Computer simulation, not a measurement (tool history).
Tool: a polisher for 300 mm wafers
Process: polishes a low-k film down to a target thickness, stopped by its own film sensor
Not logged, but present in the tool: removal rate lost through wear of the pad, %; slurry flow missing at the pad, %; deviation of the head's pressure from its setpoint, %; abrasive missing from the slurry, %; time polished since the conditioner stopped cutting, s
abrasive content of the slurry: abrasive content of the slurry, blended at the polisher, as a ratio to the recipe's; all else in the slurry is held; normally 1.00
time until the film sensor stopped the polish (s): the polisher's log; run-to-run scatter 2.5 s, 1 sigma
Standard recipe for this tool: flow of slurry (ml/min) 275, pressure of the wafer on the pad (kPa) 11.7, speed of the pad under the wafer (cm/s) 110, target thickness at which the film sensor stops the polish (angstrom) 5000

run	hour	flow of slurry (ml/min)	pressure of the wafer on the pad (kPa)	speed of the pad under the wafer (cm/s)	abrasive content of the slurry	target thickness at which the film sensor stops the polish (angstrom)	wafers since the last listed run	wafers polished on this pad	hours since the slurry nozzle was cleaned	hours since the head pressure was calibrated	hours since the slurry blender was calibrated	hours since the conditioning disc was replaced	incoming thickness of the incoming film, nm	time until the film sensor stopped the polish (s)
1	0.0	275	11.7	110	1.00	5000	0	981	239.1	33.5	82.9	507.0	540.7	126.9
# hour 10.7: worn pad replaced by a new one
2	17.7	275	11.7	110	1.00	5000	136	70	256.8	51.2	100.6	524.7	541.6	116.2
3	30.8	275	11.7	110	1.00	5000	130	200	269.9	64.3	113.7	537.8	555.6	157.2
4	38.4	275	11.7	110	1.00	5000	75	276	277.5	71.9	121.3	545.4	541.5	119.1
5	51.5	275	11.7	110	1.00	5000	130	407	290.6	85.0	134.4	558.5	548.7	142.8
6	62.4	275	11.7	110	1.00	5000	108	516	301.5	95.9	145.3	569.4	558.0	173.2
# hour 67.6: conditioning disc replaced and pad reconditioned
7	76.4	275	11.7	110	0.90	4940	119	636	315.5	109.9	159.3	8.8	544.6	165.2
8	89.7	275	11.7	110	1.00	5000	132	769	328.8	123.2	172.6	22.1	553.3	165.9
# hour 101.9: worn pad replaced by a new one
9	104.4	185	11.7	110	1.00	5000	106	24	343.5	137.9	187.3	36.8	551.5	154.4
# hour 107.4: slurry nozzle cleaned
10	114.1	350	11.7	128	1.00	4850	86	111	6.7	147.6	197.0	46.5	549.6	162.4
11	124.5	245	10.3	80	1.10	5000	103	215	17.1	158.0	207.4	56.9	555.9	211.6
12	138.6	340	8.3	110	1.00	5120	140	356	31.2	172.1	221.5	71.0	550.8	153.5
13	149.1	275	11.7	110	1.00	5000	104	461	41.7	182.6	232.0	81.5	552.8	155.1
14	163.5	275	11.7	128	1.00	5000	143	604	56.1	197.0	246.4	95.9	543.3	119.5
15	173.2	275	15.2	82	1.10	5000	96	701	65.8	206.7	256.1	105.6	550.0	132.8
16	181.0	185	9.0	82	1.00	5000	77	779	73.6	214.5	263.9	113.4	539.6	203.2
# hour 186.7: slurry blender recalibrated
17	193.1	275	11.7	132	0.85	5000	100	880	85.7	226.6	6.4	125.5	551.5	156.8
# hour 201.7: worn pad replaced by a new one
18	207.9	230	13.8	146	1.00	5040	107	62	100.5	241.4	21.2	140.3	544.5	80.9
19	218.9	275	11.7	126	1.20	5000	109	171	111.5	252.4	32.2	151.3	551.7	125.5
20	232.9	275	11.7	110	1.00	5000	139	311	125.5	266.4	46.2	165.3	551.8	152.1
21	247.3	275	11.7	110	1.00	5120	143	455	139.9	280.8	60.6	179.7	549.2	110.7
22	256.8	275	9.0	140	1.00	5000	94	550	149.4	290.3	70.1	189.2	542.3	142.5
23	266.3	275	11.7	110	1.00	5000	94	645	158.9	299.8	79.6	198.7	548.9	150.0
24	281.1	275	9.0	82	0.80	4870	147	792	173.7	314.6	94.4	213.5	553.0	357.4
25	289.3	195	15.2	148	1.00	5110	81	874	181.9	322.8	102.6	221.7	554.2	86.8
26	297.9	275	11.7	142	1.00	5000	85	960	190.5	331.4	111.2	230.3	542.7	112.9
27	304.6	230	9.0	98	1.00	5170	66	1027	197.2	338.1	117.9	237.0	558.0	186.3

Below, each run's measurement less what the same run would have read without the hidden state. Both values contain the same run-to-run variation, but the gauge's scatter may not be the same in both:
run	time until the film sensor stopped the polish (s)
1	+15.0
2	+2.3
3	+5.5
4	+5.1
5	+8.2
6	+12.0
7	+14.0
8	+16.4
9	+0.8
10	+2.5
11	+5.7
12	+6.5
13	+8.4
14	+8.3
15	+10.7
16	+18.0
17	+16.0
18	+0.9
19	+2.8
20	+5.8
21	+6.0
22	+9.2
23	+11.2
24	+32.4
25	+8.6
26	+12.3
27	+21.7
